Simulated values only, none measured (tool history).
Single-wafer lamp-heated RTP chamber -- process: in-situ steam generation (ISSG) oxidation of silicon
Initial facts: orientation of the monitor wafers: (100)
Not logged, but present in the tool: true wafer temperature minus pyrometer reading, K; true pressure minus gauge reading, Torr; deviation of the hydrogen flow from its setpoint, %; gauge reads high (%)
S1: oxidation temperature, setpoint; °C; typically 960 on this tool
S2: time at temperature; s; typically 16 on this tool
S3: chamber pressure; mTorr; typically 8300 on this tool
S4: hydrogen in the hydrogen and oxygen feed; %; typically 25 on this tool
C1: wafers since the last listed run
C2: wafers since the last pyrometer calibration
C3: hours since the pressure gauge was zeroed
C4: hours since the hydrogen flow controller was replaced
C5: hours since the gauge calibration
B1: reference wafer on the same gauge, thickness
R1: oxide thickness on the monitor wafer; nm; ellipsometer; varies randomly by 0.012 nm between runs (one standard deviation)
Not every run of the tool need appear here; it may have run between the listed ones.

| run | hour | S1 | S2 | S3 | S4 | C1 | C2 | C3 | C4 | C5 | B1 | R1 |
|---|---|---|---|---|---|---|---|---|---|---|---|---|
| 1 | 0.0 | 960 | 19 | 8300 | 25 | 0 | 5364 | 3964.9 | 6638.3 | 48.0 | 4.080 | 4.863 |
| 2 | 18.0 | 960 | 16 | 8300 | 25 | 304 | 5669 | 3982.9 | 6656.3 | 66.0 | 4.081 | 4.531 |
| 3 | 32.2 | 960 | 16 | 8300 | 25 | 240 | 5909 | 3997.1 | 6670.5 | 80.2 | 4.078 | 4.531 |
| 4 | 42.5 | 960 | 16 | 8300 | 25 | 174 | 6084 | 4007.4 | 6680.8 | 90.5 | 4.080 | 4.532 |
|  | 51.3 | pyrometer window cleaned and pyrometer calibrated |
| 5 | 56.8 | 960 | 16 | 8300 | 25 | 106 | 93 | 4021.7 | 6695.1 | 104.8 | 4.079 | 4.411 |
|  | 72.7 | pressure gauge zeroed |
| 6 | 73.2 | 960 | 16 | 8300 | 25 | 142 | 235 | 0.5 | 6711.5 | 121.2 | 4.078 | 4.446 |
|  | 83.2 | hydrogen flow controller replaced |
|  | 84.6 | gauge calibrated |
| 7 | 84.7 | 953 | 16 | 8300 | 25 | 59 | 295 | 12.0 | 1.5 | 0.1 | 4.080 | 4.347 |
| 8 | 92.6 | 944 | 10 | 7500 | 25 | 133 | 428 | 19.9 | 9.4 | 8.0 | 4.081 | 3.577 |
| 9 | 109.8 | 954 | 16 | 7500 | 25 | 291 | 720 | 37.1 | 26.6 | 25.2 | 4.081 | 4.403 |
| 10 | 117.4 | 955 | 10 | 8300 | 25 | 128 | 848 | 44.7 | 34.2 | 32.8 | 4.078 | 3.675 |
| 11 | 125.6 | 960 | 16 | 8300 | 25 | 138 | 987 | 52.9 | 42.4 | 41.0 | 4.079 | 4.455 |
| 12 | 133.0 | 960 | 19 | 8300 | 18 | 125 | 1112 | 60.3 | 49.8 | 48.4 | 4.080 | 4.430 |
| 13 | 143.8 | 944 | 16 | 8300 | 25 | 182 | 1295 | 71.1 | 60.6 | 59.2 | 4.082 | 4.272 |
| 14 | 153.5 | 949 | 18 | 7100 | 25 | 164 | 1460 | 80.8 | 70.3 | 68.9 | 4.079 | 4.540 |
| 15 | 162.6 | 960 | 16 | 8300 | 25 | 154 | 1614 | 89.9 | 79.4 | 78.0 | 4.083 | 4.471 |

Alternative continuations, all from the tool just after run 15; predict every row:
| A | 163.0 | 960 | 16 | 7200 | 25 | 6 | 1621 | 90.3 | 79.8 | 78.4 | ? | ? |
| B | 163.0 | 960 | 16 | 9300 | 25 | 6 | 1621 | 90.3 | 79.8 | 78.4 | ? | ? |
| C | 163.0 | 969 | 16 | 7100 | 25 | 6 | 1621 | 90.3 | 79.8 | 78.4 | ? | ? |

| run | B1 | R1 |
|---|---|---|
| A | 4.078 | 4.507 |
| B | 4.078 | 4.443 |
| C | 4.078 | 4.635 |
With the hidden condition removed and each run's random variation left untouched, the same runs would have given:
| run | R1 |
|---|---|
| A | 4.402 |
| B | 4.340 |
| C | 4.520 |
